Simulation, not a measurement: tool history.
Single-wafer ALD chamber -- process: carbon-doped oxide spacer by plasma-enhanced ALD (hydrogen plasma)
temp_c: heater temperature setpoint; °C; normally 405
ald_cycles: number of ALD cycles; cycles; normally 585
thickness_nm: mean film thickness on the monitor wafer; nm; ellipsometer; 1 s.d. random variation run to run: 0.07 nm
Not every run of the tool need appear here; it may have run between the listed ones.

| run | hour | temp_c | ald_cycles | wafers since the last listed run | hours since the last thermocouple change | hours since the gauge calibration | read-back reference wafer on the same gauge, thickness_nm | thickness_nm |
|---|---|---|---|---|---|---|---|---|
| 1 | 0 | 411 | 585 | 0 | 1648 | 401.6 | 22.281 | 26.69 |
| 2 | 32.8 | 411 | 585 | 13 | 1680.8 | 434.4 | 22.297 | 26.517 |
| 3 | 68.7 | 411 | 585 | 14 | 1716.7 | 470.3 | 22.322 | 26.68 |
| 4 | 110.9 | 405 | 585 | 17 | 1758.9 | 512.5 | 22.295 | 27.229 |
| 5 | 217.8 | 405 | 585 | 44 | 1865.8 | 619.4 | 22.309 | 27.182 |
| 6 | 232.6 | 405 | 585 | 6 | 1880.6 | 634.2 | 22.292 | 27.063 |
| 7 | 257.9 | 405 | 585 | 10 | 1905.9 | 659.5 | 22.286 | 27.044 |
| 8 | 282.2 | 405 | 585 | 10 | 1930.2 | 683.8 | 22.285 | 27.05 |
| 9 | 302.1 | 405 | 585 | 8 | 1950.1 | 703.7 | 22.289 | 27.093 |
| 10 | 326 | 405 | 585 | 9 | 1974 | 727.6 | 22.313 | 27.156 |
| 11 | 339.5 | 405 | 585 | 5 | 1987.5 | 741.1 | 22.313 | 27.088 |
| 12 | 355.7 | 405 | 585 | 6 | 2003.7 | 757.3 | 22.301 | 27.121 |
| 13 | 384.7 | 405 | 585 | 12 | 2032.7 | 786.3 | 22.289 | 27.053 |
| 14 | 422.7 | 400 | 512 | 15 | 2070.7 | 824.3 | 22.304 | 24.144 |
| 15 | 453.9 | 400 | 512 | 13 | 2101.9 | 855.5 | 22.308 | 24.192 |
| 16 | 466.7 | 400 | 512 | 5 | 2114.7 | 868.3 | 22.3 | 24.229 |
| 17 | 499.2 | 405 | 585 | 13 | 2147.2 | 900.8 | 22.293 | 27.072 |
| 18 | 518.6 | 405 | 585 | 8 | 2166.6 | 920.2 | 22.299 | 27.081 |
| 19 | 551.3 | 405 | 585 | 13 | 2199.3 | 952.9 | 22.284 | 27.061 |
| 20 | 582.6 | 405 | 585 | 13 | 2230.6 | 984.2 | 22.304 | 26.947 |
|  | 607.9 | thermocouple changed; heater temperature recalibrated |
| 21 | 608.4 | 405 | 585 | 7 | 0.5 | 1010 | 22.303 | 27.448 |
| 22 | 631.8 | 405 | 585 | 9 | 23.9 | 1033.4 | 22.3 | 27.434 |
| 23 | 665.3 | 405 | 585 | 13 | 57.4 | 1066.9 | 22.3 | 27.402 |
| 24 | 687.3 | 405 | 585 | 9 | 79.4 | 1088.9 | 22.304 | 27.372 |
| 25 | 721.4 | 405 | 585 | 14 | 113.5 | 1123 | 22.315 | 27.33 |
| 26 | 755.2 | 396 | 681 | 14 | 147.3 | 1156.8 | 22.303 | 32.442 |
| 27 | 778.5 | 400 | 512 | 9 | 170.6 | 1180.1 | 22.309 | 24.394 |
| 28 | 792.9 | 405 | 481 | 6 | 185 | 1194.5 | 22.307 | 22.6 |
|  | 820.2 | gauge calibrated |
| 29 | 820.9 | 414 | 499 | 11 | 213 | 0.7 | 22.3 | 22.615 |
| 30 | 920.4 | 405 | 585 | 41 | 312.5 | 100.2 | 22.307 | 27.497 |
| 31 | 941 | 417 | 681 | 8 | 333.1 | 120.8 | 22.299 | 30.627 |
| 32 | 969.4 | 405 | 672 | 11 | 361.5 | 149.2 | 22.301 | 31.378 |
| 33 | 985.1 | 391 | 546 | 6 | 377.2 | 164.9 | 22.284 | 26.063 |
| 34 | 1020.7 | 405 | 525 | 14 | 412.8 | 200.5 | 22.305 | 24.525 |
| 35 | 1042.3 | 414 | 585 | 9 | 434.4 | 222.1 | 22.298 | 26.544 |
| 36 | 1055.2 | 405 | 585 | 5 | 447.3 | 235 | 22.32 | 27.404 |
| 37 | 1098.8 | 405 | 585 | 18 | 490.9 | 278.6 | 22.308 | 27.38 |
| 38 | 1127.3 | 418 | 654 | 11 | 519.4 | 307.1 | 22.313 | 29.218 |
| 39 | 1152.3 | 397 | 623 | 10 | 544.4 | 332.1 | 22.286 | 29.647 |
| 40 | 1174.2 | 415 | 698 | 9 | 566.3 | 354 | 22.306 | 31.518 |
| 41 | 1196.3 | 395 | 633 | 9 | 588.4 | 376.1 | 22.31 | 30.324 |
| 42 | 1217.3 | 415 | 585 | 8 | 609.4 | 397.1 | 22.326 | 26.378 |
| 43 | 1233.6 | 405 | 585 | 6 | 625.7 | 413.4 | 22.284 | 27.49 |
| 44 | 1267 | 401 | 498 | 13 | 659.1 | 446.8 | 22.311 | 23.651 |
| 45 | 1288.5 | 405 | 585 | 8 | 680.6 | 468.3 | 22.317 | 27.21 |
| 46 | 1390.7 | 416 | 585 | 42 | 782.8 | 570.5 | 22.31 | 26.199 |
| 47 | 1405.3 | 412 | 620 | 6 | 797.4 | 585.1 | 22.288 | 28.307 |
| 48 | 1439.4 | 401 | 684 | 14 | 831.5 | 619.2 | 22.286 | 32.427 |

What if the next run were any one of these 3? Each begins from the tool's condition after run 48:
| A | 1440.7 | 405 | 493 | 0 | 832.8 | 620.5 | ? | ? |
| B | 1440.7 | 415 | 530 | 0 | 832.8 | 620.5 | ? | ? |
| C | 1440.7 | 399 | 549 | 0 | 832.8 | 620.5 | ? | ? |

| run | read-back reference wafer on the same gauge, thickness_nm | thickness_nm |
|---|---|---|
| A | 22.288 | 23.083 |
| B | 22.288 | 23.952 |
| C | 22.288 | 26.16 |
With the hidden condition removed and each run's random variation left untouched, the same runs would have given:
| run | thickness_nm |
|---|---|
| A | 23.14 |
| B | 24.013 |
| C | 26.16 |
